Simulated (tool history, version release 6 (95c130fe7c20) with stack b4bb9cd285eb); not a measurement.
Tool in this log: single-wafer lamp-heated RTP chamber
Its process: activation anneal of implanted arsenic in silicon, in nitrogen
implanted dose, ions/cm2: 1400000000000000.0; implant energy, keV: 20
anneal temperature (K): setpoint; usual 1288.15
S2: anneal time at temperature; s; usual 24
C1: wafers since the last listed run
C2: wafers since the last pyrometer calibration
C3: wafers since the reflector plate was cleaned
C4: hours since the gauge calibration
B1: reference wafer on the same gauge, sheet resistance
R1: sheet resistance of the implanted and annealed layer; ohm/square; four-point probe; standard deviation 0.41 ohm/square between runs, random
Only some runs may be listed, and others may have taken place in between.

run 1 hour=0 | anneal_temperature_(K)=1288.15 S2=24 | C1=0 C2=2035 C3=289 C4=1274.1 | B1=121.94 | R1=101.96
run 2 hour=71.3 | anneal_temperature_(K)=1288.15 S2=24 | C1=627 C2=2662 C3=916 C4=1345.4 | B1=121.97 | R1=102.36
run 3 hour=129 | anneal_temperature_(K)=1288.15 S2=24 | C1=507 C2=3169 C3=1423 C4=1403.1 | B1=122.03 | R1=101.69
run 4 hour=191.6 | anneal_temperature_(K)=1288.15 S2=24 | C1=550 C2=3720 C3=1974 C4=1465.7 | B1=122.04 | R1=101.68
run 5 hour=230.5 | anneal_temperature_(K)=1288.15 S2=24 | C1=342 C2=4062 C3=2316 C4=1504.6 | B1=122.1 | R1=101
run 6 hour=264 | anneal_temperature_(K)=1306.15 S2=24 | C1=294 C2=4356 C3=2610 C4=1538.1 | B1=122.01 | R1=96.03
-- hour=288.2 pyrometer window cleaned and pyrometer calibrated
run 7 hour=319.8 | anneal_temperature_(K)=1306.15 S2=24 | C1=420 C2=277 C3=3031 C4=1593.9 | B1=122.05 | R1=96.79
run 8 hour=371.9 | anneal_temperature_(K)=1288.15 S2=24 | C1=458 C2=735 C3=3489 C4=1646 | B1=121.92 | R1=102.89
run 9 hour=425 | anneal_temperature_(K)=1288.15 S2=24 | C1=466 C2=1202 C3=3956 C4=1699.1 | B1=122.08 | R1=102.21
run 10 hour=487.8 | anneal_temperature_(K)=1278.15 S2=15 | C1=552 C2=1755 C3=4508 C4=1761.9 | B1=121.98 | R1=112.64
run 11 hour=547.3 | anneal_temperature_(K)=1279.15 S2=20 | C1=523 C2=2278 C3=5031 C4=1821.4 | B1=122 | R1=107.66
-- hour=565.4 gauge calibrated
run 12 hour=583.5 | anneal_temperature_(K)=1266.15 S2=24 | C1=318 C2=2596 C3=5350 C4=18.1 | B1=121.96 | R1=110.48
run 13 hour=638 | anneal_temperature_(K)=1298.15 S2=30 | C1=479 C2=3076 C3=5829 C4=72.6 | B1=122.02 | R1=95.95
run 14 hour=707.4 | anneal_temperature_(K)=1270.15 S2=16 | C1=610 C2=3686 C3=6439 C4=142 | B1=122.01 | R1=113.32
run 15 hour=764 | anneal_temperature_(K)=1315.15 S2=24 | C1=497 C2=4184 C3=6937 C4=198.6 | B1=122.04 | R1=93.17
run 16 hour=816.1 | anneal_temperature_(K)=1288.15 S2=24 | C1=458 C2=4642 C3=7395 C4=250.7 | B1=122.03 | R1=101.06
-- hour=852.7 pyrometer window cleaned and pyrometer calibrated
run 17 hour=883.9 | anneal_temperature_(K)=1311.15 S2=24 | C1=525 C2=274 C3=7921 C4=318.5 | B1=122.02 | R1=95.95
run 18 hour=913.3 | anneal_temperature_(K)=1312.15 S2=15 | C1=258 C2=533 C3=8180 C4=347.9 | B1=122.15 | R1=101.23
run 19 hour=983.7 | anneal_temperature_(K)=1308.15 S2=18 | C1=619 C2=1152 C3=8799 C4=418.3 | B1=121.94 | R1=99.14
run 20 hour=1036.2 | anneal_temperature_(K)=1304.15 S2=14 | C1=461 C2=1614 C3=9261 C4=470.8 | B1=121.94 | R1=103.87
run 21 hour=1104 | anneal_temperature_(K)=1288.15 S2=24 | C1=596 C2=2210 C3=9857 C4=538.6 | B1=121.95 | R1=102
run 22 hour=1167.6 | anneal_temperature_(K)=1268.15 S2=24 | C1=559 C2=2769 C3=10416 C4=602.2 | B1=122.07 | R1=109.11
-- hour=1183.5 reflector plate cleaned
run 23 hour=1205 | anneal_temperature_(K)=1288.15 S2=24 | C1=258 C2=3028 C3=189 C4=639.6 | B1=122.05 | R1=102.41
run 24 hour=1243.9 | anneal_temperature_(K)=1298.15 S2=30 | C1=342 C2=3370 C3=531 C4=678.5 | B1=121.97 | R1=95.3
run 25 hour=1277 | anneal_temperature_(K)=1264.15 S2=15 | C1=291 C2=3661 C3=822 C4=711.6 | B1=122.16 | R1=116.88
run 26 hour=1311.4 | anneal_temperature_(K)=1264.15 S2=33 | C1=302 C2=3963 C3=1125 C4=746 | B1=121.96 | R1=106.82
run 27 hour=1352.9 | anneal_temperature_(K)=1308.15 S2=36 | C1=364 C2=4328 C3=1490 C4=787.5 | B1=122.02 | R1=89.95
-- hour=1382.8 pyrometer window cleaned and pyrometer calibrated
run 28 hour=1388.9 | anneal_temperature_(K)=1306.15 S2=36 | C1=246 C2=53 C3=1736 C4=823.5 | B1=121.94 | R1=92.34
run 29 hour=1417.4 | anneal_temperature_(K)=1305.15 S2=24 | C1=250 C2=304 C3=1986 C4=852 | B1=121.89 | R1=97.15
run 30 hour=1478.5 | anneal_temperature_(K)=1308.15 S2=37 | C1=537 C2=841 C3=2524 C4=913.1 | B1=122.07 | R1=90.94
run 31 hour=1522.5 | anneal_temperature_(K)=1288.15 S2=14 | C1=386 C2=1228 C3=2911 C4=957.1 | B1=122.02 | R1=110.07
run 32 hour=1548.2 | anneal_temperature_(K)=1288.15 S2=24 | C1=226 C2=1454 C3=3137 C4=982.8 | B1=121.94 | R1=103.3
run 33 hour=1583.4 | anneal_temperature_(K)=1288.15 S2=35 | C1=309 C2=1763 C3=3446 C4=1018 | B1=122.03 | R1=98.03
run 34 hour=1613.3 | anneal_temperature_(K)=1288.15 S2=24 | C1=262 C2=2026 C3=3709 C4=1047.9 | B1=121.94 | R1=101.85
run 35 hour=1644.7 | anneal_temperature_(K)=1265.15 S2=34 | C1=276 C2=2303 C3=3985 C4=1079.3 | B1=121.96 | R1=106.42
run 36 hour=1696 | anneal_temperature_(K)=1308.15 S2=34 | C1=451 C2=2754 C3=4437 C4=1130.6 | B1=121.97 | R1=91.37
run 37 hour=1725.2 | anneal_temperature_(K)=1317.15 S2=34 | C1=256 C2=3011 C3=4693 C4=1159.8 | B1=122.07 | R1=89.11

Hidden state at the last listed run before each entry between runs and at the first one after, where it differs:
In the gap between runs 6 and 7: pyrometer window cleaned and pyrometer calibrated (hour 288.2)
  true wafer temperature minus pyrometer reading, K: 6.6 -> 1.15
  measured result minus the result with no hidden state, R1: -2.02 -> -0.36 ohm/square
In the gap between runs 11 and 12: gauge calibrated (hour 565.4)
  true wafer temperature minus pyrometer reading, K: 4.11 -> 4.58
  measured result minus the result with no hidden state, R1: -1.6 -> -1.94 ohm/square
In the gap between runs 16 and 17: pyrometer window cleaned and pyrometer calibrated (hour 852.7)
  true wafer temperature minus pyrometer reading, K: 7.6 -> 1.11
  measured result minus the result with no hidden state, R1: -2.71 -> -0.34 ohm/square
In the gap between runs 22 and 23: reflector plate cleaned (hour 1183.5)
  true wafer temperature minus pyrometer reading, K: 4.79 -> 5.28
  measured result minus the result with no hidden state, R1: -2.01 -> -1.91 ohm/square
In the gap between runs 27 and 28: pyrometer window cleaned and pyrometer calibrated (hour 1382.8)
  true wafer temperature minus pyrometer reading, K: 7.2 -> 0.258
  measured result minus the result with no hidden state, R1: -2.04 -> -0.08 ohm/square
